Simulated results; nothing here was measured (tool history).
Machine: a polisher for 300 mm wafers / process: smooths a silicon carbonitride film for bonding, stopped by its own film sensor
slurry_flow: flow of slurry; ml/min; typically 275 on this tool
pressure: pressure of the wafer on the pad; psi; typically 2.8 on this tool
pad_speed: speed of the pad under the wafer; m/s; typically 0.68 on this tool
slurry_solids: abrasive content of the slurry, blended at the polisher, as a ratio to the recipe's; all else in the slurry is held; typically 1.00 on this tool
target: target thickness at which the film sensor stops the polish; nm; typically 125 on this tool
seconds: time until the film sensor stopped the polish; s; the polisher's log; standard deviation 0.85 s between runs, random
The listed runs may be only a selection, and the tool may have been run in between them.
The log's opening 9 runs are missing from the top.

run    day  slurry_flow  pressure  pad_speed  slurry_solids  target  wafers since the last listed run  wafers polished on this pad  hours since the slurry nozzle was cleaned  hours since the head pressure was calibrated  hours since the slurry blender was calibrated  incoming thickness of the incoming film, nm  seconds
 10  4.421          205       2.4       0.68           1.10     121                                55                          732                                      844.7                                         123.1                                           90.3                                        140.8     94.0
 11  4.742          360       2.8       0.68           1.00     125                                63                          796                                      852.4                                         130.8                                           98.0                                        139.1     59.7
 12  5.321          335       2.8       0.68           1.00     125                               114                          910                                      866.3                                         144.7                                          111.9                                        137.3     52.3
 13  5.883          275       3.3       0.68           1.25     125                               111                         1021                                      879.8                                         158.2                                          125.4                                        140.6     49.4
     6.125  -- slurry nozzle cleaned
 14  7.075          275       2.8       0.68           1.00     125                               227                         1248                                       22.8                                         186.8                                          154.0                                        141.3     73.4
     7.450  -- slurry blender recalibrated
 15  7.542          275       1.9       0.48           1.00     125                                75                         1324                                       34.0                                         198.0                                            2.2                                        140.0    113.5
     7.904  -- worn pad replaced by a new one
 16  8.183          275       2.8       0.68           1.00     125                                93                           54                                       49.4                                         213.4                                           17.6                                        142.1     65.5
 17  8.521          275       2.8       0.86           0.75     128                                66                          121                                       57.5                                         221.5                                           25.7                                        137.3     39.5
 18  8.808          325       2.8       0.68           1.00     125                                56                          178                                       64.4                                         228.4                                           32.6                                        142.0     65.4
 19  9.292          345       2.8       0.68           1.00     125                                95                          273                                       76.0                                         240.0                                           44.2                                        139.8     56.3

Forecast run 20:
 20  9.804          345       2.8       0.68           1.00     121                               101                          374                                       88.3                                         252.3                                           56.5                                        138.7        ?

Logged for run 20: seconds 71.3 s.
On a tool with no hidden condition, and with the same random variation, this run would have come out at seconds 67.0 s.
